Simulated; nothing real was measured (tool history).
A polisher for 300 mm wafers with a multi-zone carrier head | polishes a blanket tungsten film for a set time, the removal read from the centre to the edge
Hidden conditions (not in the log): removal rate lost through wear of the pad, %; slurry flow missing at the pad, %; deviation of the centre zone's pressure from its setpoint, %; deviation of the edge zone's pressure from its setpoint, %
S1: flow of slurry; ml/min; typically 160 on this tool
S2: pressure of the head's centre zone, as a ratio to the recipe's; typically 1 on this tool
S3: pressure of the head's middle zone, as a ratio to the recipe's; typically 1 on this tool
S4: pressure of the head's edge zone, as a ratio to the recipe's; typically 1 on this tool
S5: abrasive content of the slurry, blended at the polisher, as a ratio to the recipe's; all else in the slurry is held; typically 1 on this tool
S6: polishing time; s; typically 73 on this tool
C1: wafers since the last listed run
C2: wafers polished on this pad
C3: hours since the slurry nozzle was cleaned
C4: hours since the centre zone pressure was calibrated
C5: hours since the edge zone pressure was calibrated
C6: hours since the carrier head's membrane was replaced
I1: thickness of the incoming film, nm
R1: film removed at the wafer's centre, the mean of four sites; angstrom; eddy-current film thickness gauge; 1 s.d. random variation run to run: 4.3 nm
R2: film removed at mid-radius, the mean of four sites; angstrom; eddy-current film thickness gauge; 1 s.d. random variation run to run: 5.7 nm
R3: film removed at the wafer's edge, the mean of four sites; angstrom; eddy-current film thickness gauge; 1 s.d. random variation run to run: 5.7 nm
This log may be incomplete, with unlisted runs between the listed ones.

run,hour,S1,S2,S3,S4,S5,S6,C1,C2,C3,C4,C5,C6,I1,R1,R2,R3
1,0,160,1,1,1,1,73,0,4115,742.5,477.1,793.6,378.3,1105.5,3564,3700,3686
# hour 29: slurry nozzle cleaned
2,53.4,160,1,1,1,1,73,695,4810,24.4,530.5,847,431.7,1092.6,3986,4094,4045
3,99.1,160,1,1,1,1,73,606,5417,70.1,576.2,892.7,477.4,1101.4,3977,4141,4099
4,144.2,135,0.88,1,1,1,88,598,6015,115.2,621.3,937.8,522.5,1117.1,4011,4639,4694
5,240.6,115,1,0.9,1,1.1,73,1279,7295,211.6,717.7,1034.2,618.9,1093.7,3791,3651,3874
# hour 286: edge zone pressure recalibrated
# hour 333.8: worn pad replaced by a new one
6,336.3,180,1.09,1,1,0.85,93,1190,33,307.3,813.4,50.3,714.6,1105,5281,5053,4810
7,420.3,180,0.89,1,1.11,1,80,1114,1148,391.3,897.4,134.3,798.6,1087.5,3920,4651,4548
8,512.3,160,1,1,1,1,73,1221,2369,483.3,989.4,226.3,890.6,1118,3884,4032,3934
9,612.7,160,1,1.05,1,1.1,73,1332,3701,583.7,1089.8,326.7,991,1095.5,3948,4135,4013
10,695.9,215,0.96,0.94,1,1,95,1104,4806,666.9,1173,409.9,1074.2,1108.1,5031,5101,5115
# hour 756.8: centre zone pressure recalibrated
# hour 791.4: slurry nozzle cleaned
11,793.1,175,1,0.95,1,1.1,73,1250,6056,1.7,36.3,507.1,1171.4,1111.9,4155,4247,4149
# hour 946.8: carrier head's membrane replaced by a new one
# hour 953: worn pad replaced by a new one
12,991.9,145,1,1.07,1,1,73,2519,515,200.5,235.1,705.9,45.1,1116.7,3969,4297,3910
13,1053.3,135,1,0.97,1,0.9,73,814,1330,261.9,296.5,767.3,106.5,1084.6,3710,3642,3696
14,1119.7,210,1,1,1,1.25,59,881,2212,328.3,362.9,833.7,172.9,1088.6,3699,3668,3480
15,1177.2,160,1,1,1,1,73,763,2975,385.8,420.4,891.2,230.4,1115.8,3950,4103,3847
16,1259.3,160,1,1,1,1,73,1089,4065,467.9,502.5,973.3,312.5,1103,3859,3994,3856
17,1348.8,160,0.89,1,1,0.9,80,1187,5253,557.4,592,1062.8,402,1117,3623,4170,4125
# hour 1455: worn pad replaced by a new one
18,1539.8,160,1.12,1,1,1.25,63,2482,1126,748.4,783,1253.8,593,1088.2,3703,3575,3424
# hour 1562.8: edge zone pressure recalibrated
# hour 1575.2: slurry nozzle cleaned
19,1618.5,195,1,1,1,1,73,1004,2130,43.3,861.7,55.7,671.7,1102.5,4192,4124,4135
20,1714.8,160,0.95,1.05,1,1,73,1278,3409,139.6,958,152,768,1104.4,3791,4359,3988
21,1768.4,160,1,1.04,1,1,73,711,4120,193.2,1011.6,205.6,821.6,1094.1,3947,4263,3869
22,1852.1,160,1,1,1,1,73,1110,5231,276.9,1095.3,289.3,905.3,1109.7,3993,4009,3950

Predict each of these 3 candidate next runs independently; none follows another, all start after run 22:
A,1852.5,160,1,1,1,1,73,5,5236,277.3,1095.7,289.7,905.7,1123.5,?,?,?
B,1852.5,195,1.07,1,1,1,73,5,5236,277.3,1095.7,289.7,905.7,1123.5,?,?,?
C,1852.5,160,1,1,1.06,1.3,73,5,5236,277.3,1095.7,289.7,905.7,1123.5,?,?,?

run,R1,R2,R3
A,3978,4114,3924
B,4441,4269,4031
C,4325,4473,4361
Take away the tool's hidden state, keep each run's random variation, and the runs would have read:
run,R1,R2,R3
A,4040,4171,3962
B,4497,4316,4064
C,4392,4534,4404
